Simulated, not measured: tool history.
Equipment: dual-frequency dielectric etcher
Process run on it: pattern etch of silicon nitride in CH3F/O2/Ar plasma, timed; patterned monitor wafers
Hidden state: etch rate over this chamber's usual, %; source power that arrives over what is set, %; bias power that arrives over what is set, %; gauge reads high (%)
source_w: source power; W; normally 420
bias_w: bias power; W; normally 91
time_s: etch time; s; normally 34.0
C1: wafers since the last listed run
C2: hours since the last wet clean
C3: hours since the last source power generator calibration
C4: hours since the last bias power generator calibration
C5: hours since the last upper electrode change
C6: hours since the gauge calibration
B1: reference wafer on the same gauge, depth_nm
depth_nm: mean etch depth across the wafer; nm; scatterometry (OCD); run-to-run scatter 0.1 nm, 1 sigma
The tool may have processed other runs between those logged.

{"run": 1, "hour": 0.0, "source_w": 420, "bias_w": 97, "time_s": 34.0, "C1": 0, "C2": 121.3, "C3": 1962.7, "C4": 3271.7, "C5": 4652.3, "C6": 1303.6, "B1": 27.81, "depth_nm": 25.42}
{"run": 2, "hour": 58.7, "source_w": 420, "bias_w": 81, "time_s": 37.5, "C1": 672, "C2": 180.0, "C3": 2021.4, "C4": 3330.4, "C5": 4711.0, "C6": 1362.3, "B1": 27.83, "depth_nm": 25.96}
{"hour": 102.9, "done": "gauge calibrated"}
{"run": 3, "hour": 135.3, "source_w": 460, "bias_w": 91, "time_s": 34.0, "C1": 877, "C2": 256.6, "C3": 2098.0, "C4": 3407.0, "C5": 4787.6, "C6": 32.4, "B1": 27.81, "depth_nm": 25.37}
{"run": 4, "hour": 224.7, "source_w": 420, "bias_w": 91, "time_s": 34.0, "C1": 1024, "C2": 346.0, "C3": 2187.4, "C4": 3496.4, "C5": 4877.0, "C6": 121.8, "B1": 27.79, "depth_nm": 24.88}
{"hour": 276.5, "done": "wet clean of the chamber"}
{"run": 5, "hour": 284.5, "source_w": 420, "bias_w": 80, "time_s": 34.0, "C1": 410, "C2": 8.0, "C3": 2247.2, "C4": 3556.2, "C5": 4936.8, "C6": 181.6, "B1": 27.81, "depth_nm": 22.85}
{"run": 6, "hour": 377.4, "source_w": 420, "bias_w": 80, "time_s": 34.0, "C1": 1064, "C2": 100.9, "C3": 2340.1, "C4": 3649.1, "C5": 5029.7, "C6": 274.5, "B1": 27.79, "depth_nm": 23.04}
{"run": 7, "hour": 464.1, "source_w": 420, "bias_w": 91, "time_s": 34.0, "C1": 993, "C2": 187.6, "C3": 2426.8, "C4": 3735.8, "C5": 5116.4, "C6": 361.2, "B1": 27.79, "depth_nm": 24.65}
{"run": 8, "hour": 534.9, "source_w": 420, "bias_w": 91, "time_s": 34.0, "C1": 811, "C2": 258.4, "C3": 2497.6, "C4": 3806.6, "C5": 5187.2, "C6": 432.0, "B1": 27.8, "depth_nm": 24.74}
{"run": 9, "hour": 591.6, "source_w": 370, "bias_w": 91, "time_s": 42.0, "C1": 649, "C2": 315.1, "C3": 2554.3, "C4": 3863.3, "C5": 5243.9, "C6": 488.7, "B1": 27.8, "depth_nm": 29.72}
{"run": 10, "hour": 650.2, "source_w": 370, "bias_w": 91, "time_s": 42.0, "C1": 671, "C2": 373.7, "C3": 2612.9, "C4": 3921.9, "C5": 5302.5, "C6": 547.3, "B1": 27.81, "depth_nm": 30.19}
{"hour": 708.9, "done": "wet clean of the chamber"}
{"run": 11, "hour": 741.9, "source_w": 370, "bias_w": 91, "time_s": 42.0, "C1": 775, "C2": 33.0, "C3": 2704.6, "C4": 4013.6, "C5": 5394.2, "C6": 639.0, "B1": 27.8, "depth_nm": 30.53}
{"run": 12, "hour": 811.6, "source_w": 420, "bias_w": 91, "time_s": 34.0, "C1": 798, "C2": 102.7, "C3": 2774.3, "C4": 4083.3, "C5": 5463.9, "C6": 708.7, "B1": 27.78, "depth_nm": 25.71}
{"run": 13, "hour": 875.6, "source_w": 420, "bias_w": 91, "time_s": 34.0, "C1": 733, "C2": 166.7, "C3": 2838.3, "C4": 4147.3, "C5": 5527.9, "C6": 772.7, "B1": 27.8, "depth_nm": 25.72}
{"hour": 990.7, "done": "wet clean of the chamber, repeated, since the last time left the tool worse"}
{"hour": 1009.9, "done": "bias power generator calibrated"}
{"hour": 1033.8, "done": "source power generator calibrated"}
{"run": 14, "hour": 1077.8, "source_w": 340, "bias_w": 91, "time_s": 34.0, "C1": 1950, "C2": 87.1, "C3": 44.0, "C4": 67.9, "C5": 5730.1, "C6": 974.9, "B1": 27.79, "depth_nm": 23.29}
{"hour": 1109.2, "done": "upper electrode replaced"}
{"run": 15, "hour": 1182.6, "source_w": 490, "bias_w": 106, "time_s": 34.0, "C1": 925, "C2": 191.9, "C3": 148.8, "C4": 172.7, "C5": 73.4, "C6": 1079.7, "B1": 27.81, "depth_nm": 27.56}
{"run": 16, "hour": 1265.0, "source_w": 420, "bias_w": 110, "time_s": 43.0, "C1": 944, "C2": 274.3, "C3": 231.2, "C4": 255.1, "C5": 155.8, "C6": 1162.1, "B1": 27.82, "depth_nm": 34.02}
{"hour": 1335.8, "done": "gauge calibrated"}
{"run": 17, "hour": 1360.4, "source_w": 420, "bias_w": 80, "time_s": 34.0, "C1": 1093, "C2": 369.7, "C3": 326.6, "C4": 350.5, "C5": 251.2, "C6": 24.6, "B1": 27.8, "depth_nm": 23.66}
{"hour": 1402.6, "done": "wet clean of the chamber"}
{"run": 18, "hour": 1414.4, "source_w": 510, "bias_w": 69, "time_s": 25.5, "C1": 343, "C2": 11.8, "C3": 380.6, "C4": 404.5, "C5": 305.2, "C6": 78.6, "B1": 27.78, "depth_nm": 16.88}
{"run": 19, "hour": 1452.2, "source_w": 420, "bias_w": 91, "time_s": 34.0, "C1": 433, "C2": 49.6, "C3": 418.4, "C4": 442.3, "C5": 343.0, "C6": 116.4, "B1": 27.78, "depth_nm": 24.6}
{"run": 20, "hour": 1509.1, "source_w": 420, "bias_w": 77, "time_s": 34.0, "C1": 651, "C2": 106.5, "C3": 475.3, "C4": 499.2, "C5": 399.9, "C6": 173.3, "B1": 27.8, "depth_nm": 22.57}
{"run": 21, "hour": 1596.6, "source_w": 420, "bias_w": 91, "time_s": 34.0, "C1": 1002, "C2": 194.0, "C3": 562.8, "C4": 586.7, "C5": 487.4, "C6": 260.8, "B1": 27.76, "depth_nm": 24.72}
{"run": 22, "hour": 1674.4, "source_w": 420, "bias_w": 91, "time_s": 34.0, "C1": 891, "C2": 271.8, "C3": 640.6, "C4": 664.5, "C5": 565.2, "C6": 338.6, "B1": 27.82, "depth_nm": 24.82}
{"hour": 1770.6, "done": "wet clean of the chamber"}
{"run": 23, "hour": 1771.1, "source_w": 420, "bias_w": 73, "time_s": 42.5, "C1": 832, "C2": 0.5, "C3": 737.3, "C4": 761.2, "C5": 661.9, "C6": 435.3, "B1": 27.81, "depth_nm": 27.29}
{"run": 24, "hour": 1801.2, "source_w": 390, "bias_w": 91, "time_s": 37.0, "C1": 344, "C2": 30.6, "C3": 767.4, "C4": 791.3, "C5": 692.0, "C6": 465.4, "B1": 27.84, "depth_nm": 26.18}
{"run": 25, "hour": 1837.2, "source_w": 330, "bias_w": 100, "time_s": 42.0, "C1": 412, "C2": 66.6, "C3": 803.4, "C4": 827.3, "C5": 728.0, "C6": 501.4, "B1": 27.81, "depth_nm": 29.8}
{"run": 26, "hour": 1910.0, "source_w": 450, "bias_w": 84, "time_s": 34.0, "C1": 834, "C2": 139.4, "C3": 876.2, "C4": 900.1, "C5": 800.8, "C6": 574.2, "B1": 27.77, "depth_nm": 24.02}

Here are 4 independent what-if runs from the current tool condition. What would each one return?
{"run": "A", "hour": 1910.4, "source_w": 350, "bias_w": 91, "time_s": 34.0, "C1": 4, "C2": 139.8, "C3": 876.6, "C4": 900.5, "C5": 801.2, "C6": 574.6, "B1": "?", "depth_nm": "?"}
{"run": "B", "hour": 1910.4, "source_w": 320, "bias_w": 104, "time_s": 34.0, "C1": 4, "C2": 139.8, "C3": 876.6, "C4": 900.5, "C5": 801.2, "C6": 574.6, "B1": "?", "depth_nm": "?"}
{"run": "C", "hour": 1910.4, "source_w": 420, "bias_w": 78, "time_s": 40.5, "C1": 4, "C2": 139.8, "C3": 876.6, "C4": 900.5, "C5": 801.2, "C6": 574.6, "B1": "?", "depth_nm": "?"}
{"run": "D", "hour": 1910.4, "source_w": 480, "bias_w": 91, "time_s": 30.0, "C1": 4, "C2": 139.8, "C3": 876.6, "C4": 900.5, "C5": 801.2, "C6": 574.6, "B1": "?", "depth_nm": "?"}

run=A B1=27.79 depth_nm=23.47
run=B B1=27.79 depth_nm=24.46
run=C B1=27.79 depth_nm=27.24
run=D B1=27.79 depth_nm=22.45
With no hidden state in the tool, these same runs would have given:
run=A depth_nm=23.32
run=B depth_nm=24.30
run=C depth_nm=27.06
run=D depth_nm=22.30

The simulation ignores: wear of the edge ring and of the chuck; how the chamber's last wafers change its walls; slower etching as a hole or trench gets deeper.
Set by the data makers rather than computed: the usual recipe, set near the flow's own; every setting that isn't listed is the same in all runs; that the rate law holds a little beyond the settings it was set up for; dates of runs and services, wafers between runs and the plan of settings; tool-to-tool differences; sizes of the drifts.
